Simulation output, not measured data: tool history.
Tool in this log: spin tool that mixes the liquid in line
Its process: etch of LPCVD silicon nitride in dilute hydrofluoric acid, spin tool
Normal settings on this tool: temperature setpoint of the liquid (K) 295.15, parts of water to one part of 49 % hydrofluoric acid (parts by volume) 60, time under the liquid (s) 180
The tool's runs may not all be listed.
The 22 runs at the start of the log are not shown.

run,day,temperature setpoint of the liquid (K),parts of water to one part of 49 % hydrofluoric acid (parts by volume),time under the liquid (s),"read-back film thickness of the LPCVD silicon nitride reference wafer, read on the same gauge (nm)",thickness taken off the LPCVD silicon nitride on a monitor wafer (Å)
23,44.283,297.15,70,240,99.97,18.76
24,46.362,295.15,60,180,100.008,13.84
25,48.946,295.15,60,180,100.008,13.62
26,52.358,295.15,60,125,100.009,9.5
27,56.196,295.15,80,180,100.021,10.32
28,58.875,292.65,70,210,100.03,11.96
29,60.958,299.65,80,260,99.999,20.03
30,63.212,299.65,60,180,99.999,19.42
31,66.083,298.65,70,75,99.994,6.29
32,68.758,299.65,80,260,99.983,19.49
33,71.242,295.15,60,210,99.992,16.26

What if the next run were any one of these 3? Each begins from the tool's condition after run 33:
A,71.262,295.15,60,180,?,?
B,71.262,295.15,30,260,?,?
C,71.262,299.65,60,80,?,?

run,"read-back film thickness of the LPCVD silicon nitride reference wafer, read on the same gauge (nm)",thickness taken off the LPCVD silicon nitride on a monitor wafer (Å)
A,100.003,13.88
B,100.003,39.38
C,100.003,8.32
Without the tool's hidden state the same runs would have given:
run,thickness taken off the LPCVD silicon nitride on a monitor wafer (Å)
A,12.8
B,36.29
C,7.69

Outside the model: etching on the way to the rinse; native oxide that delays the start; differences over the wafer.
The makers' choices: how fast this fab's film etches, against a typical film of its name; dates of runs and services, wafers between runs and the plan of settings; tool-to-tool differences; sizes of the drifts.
